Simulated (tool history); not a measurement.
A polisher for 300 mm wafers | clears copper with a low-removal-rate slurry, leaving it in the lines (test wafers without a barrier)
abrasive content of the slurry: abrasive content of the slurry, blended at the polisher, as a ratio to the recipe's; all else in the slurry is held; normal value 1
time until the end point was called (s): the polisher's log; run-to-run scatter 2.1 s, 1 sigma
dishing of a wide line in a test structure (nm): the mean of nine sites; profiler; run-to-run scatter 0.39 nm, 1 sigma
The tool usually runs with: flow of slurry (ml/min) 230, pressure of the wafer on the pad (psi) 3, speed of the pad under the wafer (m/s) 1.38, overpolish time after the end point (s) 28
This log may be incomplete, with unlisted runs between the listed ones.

| run | hour | flow of slurry (ml/min) | pressure of the wafer on the pad (psi) | speed of the pad under the wafer (m/s) | abrasive content of the slurry | overpolish time after the end point (s) | incoming thickness of the incoming film, nm | time until the end point was called (s) | dishing of a wide line in a test structure (nm) |
|---|---|---|---|---|---|---|---|---|---|
| 1 | 0 | 230 | 3 | 1.38 | 1 | 28 | 547.8 | 146.5 | 31.1 |
| 2 | 48.9 | 230 | 3 | 1.38 | 1 | 28 | 542.6 | 149.1 | 32 |
| 3 | 115.8 | 230 | 3 | 1.68 | 1.2 | 28 | 553.2 | 125.2 | 33.1 |
| 4 | 142.4 | 230 | 3.4 | 1.38 | 1 | 28 | 540.8 | 139.1 | 32 |
|  | 186.4 | worn pad replaced by a new one |
| 5 | 194.2 | 230 | 3.4 | 1.38 | 1 | 28 | 543.6 | 138.7 | 31.9 |
|  | 208.9 | slurry blender recalibrated |
| 6 | 239.8 | 230 | 3.4 | 1.38 | 1 | 28 | 548.6 | 139.4 | 31.9 |
| 7 | 290.1 | 230 | 3 | 1.38 | 1 | 28 | 546.5 | 144.6 | 31.3 |
|  | 306.4 | slurry nozzle cleaned |
|  | 338 | head pressure recalibrated |
| 8 | 354.7 | 230 | 3 | 1.38 | 1 | 28 | 542 | 150.1 | 30.6 |
| 9 | 423.1 | 230 | 3 | 1.38 | 1 | 28 | 543.8 | 149.1 | 31.5 |
|  | 460.4 | worn pad replaced by a new one |
|  | 466.6 | slurry blender recalibrated |
| 10 | 570.1 | 230 | 3 | 1.38 | 1 | 28 | 546.6 | 148.2 | 31.1 |
| 11 | 628.7 | 230 | 3 | 1.38 | 1 | 28 | 550.1 | 152.1 | 31.7 |
| 12 | 695.2 | 230 | 3 | 1.38 | 1 | 28 | 536.9 | 143.4 | 31.9 |
|  | 728.7 | worn pad replaced by a new one |
| 13 | 731.6 | 230 | 3 | 1.38 | 1 | 28 | 547.9 | 149.1 | 31.6 |
|  | 737.1 | slurry blender recalibrated |
| 14 | 772.9 | 230 | 2.5 | 1.38 | 1 | 16 | 546.8 | 161.6 | 24.9 |
| 15 | 829.5 | 195 | 3 | 1.38 | 1 | 28 | 551.3 | 150.8 | 30.9 |
| 16 | 878.9 | 230 | 3 | 1.38 | 0.85 | 28 | 554.2 | 154.9 | 31.5 |
|  | 896.5 | head pressure recalibrated |
| 17 | 906.8 | 300 | 3 | 1.38 | 0.75 | 45 | 536.4 | 148.3 | 33.4 |
|  | 939.7 | slurry nozzle cleaned |
| 18 | 950.7 | 230 | 3 | 1.38 | 0.85 | 28 | 541.2 | 152.1 | 31.6 |
|  | 967.8 | worn pad replaced by a new one |
| 19 | 1005.4 | 230 | 2.3 | 1.38 | 1 | 28 | 540.6 | 173 | 29.9 |
|  | 1015.8 | slurry blender recalibrated |
| 20 | 1059.9 | 230 | 3 | 1.38 | 1 | 28 | 540.5 | 150.3 | 32.1 |
| 21 | 1103.7 | 295 | 3 | 1.38 | 1 | 22 | 550.3 | 145.8 | 29.4 |
| 22 | 1153.4 | 200 | 3 | 1.38 | 1 | 28 | 541.7 | 148.4 | 31.1 |
| 23 | 1218.5 | 285 | 3.6 | 1.38 | 1 | 28 | 553.8 | 132.2 | 32.2 |
|  | 1263.6 | worn pad replaced by a new one |
|  | 1270.1 | slurry blender recalibrated |
| 24 | 1293.6 | 230 | 3 | 1.38 | 0.85 | 28 | 540.9 | 151.7 | 30.9 |
| 25 | 1349.6 | 165 | 3 | 1.24 | 0.75 | 39 | 536.1 | 182.3 | 32.2 |
| 26 | 1397.5 | 230 | 3.4 | 1.38 | 1 | 28 | 545.2 | 135.4 | 31.9 |

Consider 5 possible next runs. They are alternatives, not a sequence: every one starts from the tool as it was left by run 26. What does each give?
| A | 1398 | 230 | 3 | 1.38 | 1 | 13 | 547.2 | ? | ? |
| B | 1398 | 230 | 2.5 | 1.38 | 1 | 22 | 547.2 | ? | ? |
| C | 1398 | 230 | 3 | 1.38 | 0.7 | 13 | 547.2 | ? | ? |
| D | 1398 | 230 | 2.5 | 1.62 | 1.25 | 28 | 547.2 | ? | ? |
| E | 1398 | 230 | 3.7 | 1.38 | 1 | 28 | 547.2 | ? | ? |

| run | time until the end point was called (s) | dishing of a wide line in a test structure (nm) |
|---|---|---|
| A | 149.6 | 23.6 |
| B | 166.2 | 28.4 |
| C | 160.1 | 22.7 |
| D | 138 | 31.9 |
| E | 131.2 | 32.5 |
Without the tool's hidden state the same runs would have given:
| run | time until the end point was called (s) | dishing of a wide line in a test structure (nm) |
|---|---|---|
| A | 149.6 | 23.6 |
| B | 166.2 | 28.4 |
| C | 160.1 | 22.7 |
| D | 138 | 31.9 |
| E | 131.2 | 32.5 |
